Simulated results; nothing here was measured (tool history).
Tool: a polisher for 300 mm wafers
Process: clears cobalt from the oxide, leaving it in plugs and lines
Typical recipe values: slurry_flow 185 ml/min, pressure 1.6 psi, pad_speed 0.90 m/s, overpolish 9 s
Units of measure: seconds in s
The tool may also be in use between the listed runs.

run,hour,slurry_flow,pressure,pad_speed,overpolish,wafers since the last listed run,wafers polished on this pad,hours since the slurry nozzle was cleaned,hours since the head pressure was calibrated,"incoming thickness of the incoming film, nm",seconds
1,0.0,185,1.1,0.90,9,0,1550,344.6,695.1,349.1,171.5
# hour 17.6: worn pad replaced by a new one
2,18.1,185,1.1,0.90,9,108,3,362.7,713.2,353.2,153.8
3,23.9,185,1.1,0.90,9,44,48,368.5,719.0,344.7,150.4
4,31.6,185,1.3,0.90,9,59,107,376.2,726.7,349.3,128.0
5,42.5,185,1.6,0.90,12,83,190,387.1,737.6,349.1,103.1
6,57.8,185,1.6,0.90,9,117,308,402.4,752.9,349.8,107.9
7,68.5,185,1.6,0.90,9,82,390,413.1,763.6,346.5,102.3
8,85.8,185,1.6,0.90,9,132,522,430.4,780.9,352.5,106.8
9,99.2,185,2.1,0.90,9,102,625,443.8,794.3,345.9,77.5
10,108.1,185,2.1,0.90,9,68,693,452.7,803.2,352.5,79.4
# hour 136.8: slurry nozzle cleaned
# hour 156.1: head pressure recalibrated
11,156.6,210,1.6,0.76,9,348,1042,19.8,0.5,348.7,119.8
12,163.2,165,1.3,1.16,10,50,1093,26.4,7.1,351.3,111.9
13,174.5,230,1.3,1.20,9,86,1179,37.7,18.4,350.4,105.9
14,191.7,185,1.6,0.90,6,131,1311,54.9,35.6,348.7,108.8
15,203.3,185,1.6,0.90,9,88,1400,66.5,47.2,354.5,116.3
# hour 213.4: worn pad replaced by a new one
16,217.3,130,1.6,1.16,9,76,29,80.5,61.2,349.3,88.4
17,225.7,140,1.2,1.06,13,64,94,88.9,69.6,356.9,124.8

What will run 18 give?
18,237.9,185,1.1,0.90,7,93,187,101.1,81.8,353.5,?

seconds: 152.1 s
On a tool with no hidden condition, and with the same random variation, this run would have come out at seconds 151.0 s.

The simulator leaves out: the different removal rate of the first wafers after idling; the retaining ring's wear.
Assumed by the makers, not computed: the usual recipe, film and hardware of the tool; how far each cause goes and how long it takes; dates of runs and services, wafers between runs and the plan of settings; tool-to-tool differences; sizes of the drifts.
